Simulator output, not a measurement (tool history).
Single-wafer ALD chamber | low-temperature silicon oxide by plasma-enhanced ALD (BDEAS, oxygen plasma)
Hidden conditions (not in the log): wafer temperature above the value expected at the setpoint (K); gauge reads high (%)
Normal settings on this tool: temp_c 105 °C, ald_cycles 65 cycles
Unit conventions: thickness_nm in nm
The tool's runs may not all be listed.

run    hour  temp_c  ald_cycles  wafers since the last listed run  hours since the last thermocouple change  hours since the gauge calibration  read-back reference wafer on the same gauge, thickness_nm  thickness_nm
  1     0.0     105          75                                 0                                    1132.4                             1839.5                                                      9.671         9.897
  2    52.2     105          75                               324                                    1184.6                             1891.7                                                      9.667         9.829
  3    96.0     105          61                               272                                    1228.4                             1935.5                                                      9.664         8.022
  4   200.6     105          61                               649                                    1333.0                             2040.1                                                      9.664         8.025
  5   280.6     105          61                               497                                    1413.0                             2120.1                                                      9.670         8.023
  6   490.8     105          65                              1306                                    1623.2                             2330.3                                                      9.663         8.518
  7   544.1     105          65                               331                                    1676.5                             2383.6                                                      9.667         8.548
  8   644.1     105          65                               621                                    1776.5                             2483.6                                                      9.679         8.509
  9   737.7     105          65                               581                                    1870.1                             2577.2                                                      9.662         8.501
 10   789.5     105          65                               321                                    1921.9                             2629.0                                                      9.664         8.509
 11   827.7     105          65                               237                                    1960.1                             2667.2                                                      9.668         8.507
 12   897.8     105          72                               435                                    2030.2                             2737.3                                                      9.673         9.422
 13   949.7     105          72                               322                                    2082.1                             2789.2                                                      9.675         9.447
 14  1034.1     105          65                               524                                    2166.5                             2873.6                                                      9.672         8.488
 15  1121.5     105          71                               543                                    2253.9                             2961.0                                                      9.665         9.269
 16  1181.7     105          71                               374                                    2314.1                             3021.2                                                      9.669         9.289
 17  1228.9     105          65                               293                                    2361.3                             3068.4                                                      9.668         8.513
 18  1282.5     115          65                               333                                    2414.9                             3122.0                                                      9.677         8.352
 19  1340.3     115          65                               359                                    2472.7                             3179.8                                                      9.676         8.309
 20  1443.5     115          65                               641                                    2575.9                             3283.0                                                      9.669         8.331
 21  1483.5     105          65                               248                                    2615.9                             3323.0                                                      9.671         8.494
 22  1547.5     105          65                               397                                    2679.9                             3387.0                                                      9.672         8.486
 23  1651.6     105          65                               646                                    2784.0                             3491.1                                                      9.663         8.475
 24  1710.6     119          59                               366                                    2843.0                             3550.1                                                      9.664         7.504
 25  1795.9     105          65                               530                                    2928.3                             3635.4                                                      9.662         8.500
 26  1893.3     114          76                               605                                    3025.7                             3732.8                                                      9.666         9.742
 27  1935.4     105          52                               261                                    3067.8                             3774.9                                                      9.667         6.755
 28  2030.0     105          65                               587                                    3162.4                             3869.5                                                      9.663         8.452
     2120.6  -- thermocouple changed; heater temperature recalibrated
 29  2125.6      94          65                               544                                       5.0                             3965.1                                                      9.664         8.814
 30  2209.5      97          69                               521                                      88.9                             4049.0                                                      9.664         9.276
 31  2246.8     118          57                               231                                     126.2                             4086.3                                                      9.664         7.356
 32  2287.8     105          53                               254                                     167.2                             4127.3                                                      9.668         6.996
 33  2499.1     105          70                              1312                                     378.5                             4338.6                                                      9.674         9.243
     2506.9  -- gauge calibrated
 34  2603.5     105          65                               648                                     482.9                               96.6                                                      9.669         8.593
 35  2687.7      94          57                               523                                     567.1                              180.8                                                      9.668         7.727
 36  2780.1     101          71                               574                                     659.5                              273.2                                                      9.676         9.436
 37  2817.6      99          60                               233                                     697.0                              310.7                                                      9.673         8.011
 38  2900.4     116          57                               514                                     779.8                              393.5                                                      9.676         7.379
 39  3211.6     109          65                              1933                                    1091.0                              704.7                                                      9.668         8.523
 40  3288.4      93          71                               477                                    1167.8                              781.5                                                      9.658         9.656
 41  3363.2     105          65                               464                                    1242.6                              856.3                                                      9.677         8.569
 42  3445.0     119          65                               508                                    1324.4                              938.1                                                      9.673         8.362
 43  3487.8     119          53                               265                                    1367.2                              980.9                                                      9.672         6.829
 44  3541.5     113          69                               333                                    1420.9                             1034.6                                                      9.667         8.988
 45  3590.8     119          59                               306                                    1470.2                             1083.9                                                      9.678         7.573
 46  3634.1     105          54                               269                                    1513.5                             1127.2                                                      9.669         7.095
 47  3702.5     110          65                               425                                    1581.9                             1195.6                                                      9.668         8.490
 48  3758.1      94          57                               345                                    1637.5                             1251.2                                                      9.668         7.675

For each run, what was the tool's unlogged condition?
gauge reads high (%): 0 at every run
H1: wafer temperature above the value expected at the setpoint (K)
run       H1
  1     1.53
  2     1.61
  3     1.69
  4     1.89
  5     2.05
  6     2.51
  7     2.64
  8     2.89
  9     3.14
 10     3.28
 11     3.39
 12     3.59
 13     3.75
 14     4.01
 15     4.29
 16     4.49
 17     4.65
 18     4.84
 19     5.05
 20     5.43
 21     5.58
 22     5.82
 23     6.24
 24     6.48
 25     6.84
 26     7.26
 27     7.45
 28     7.88
 29   -0.865
 30    -0.86
 31   -0.854
 32   -0.845
 33   -0.761
 34   -0.695
 35   -0.631
 36   -0.548
 37   -0.511
 38   -0.422
 39  0.00204
 40    0.128
 41     0.26
 42    0.413
 43    0.497
 44    0.606
 45     0.71
 46    0.804
 47    0.958
 48     1.09
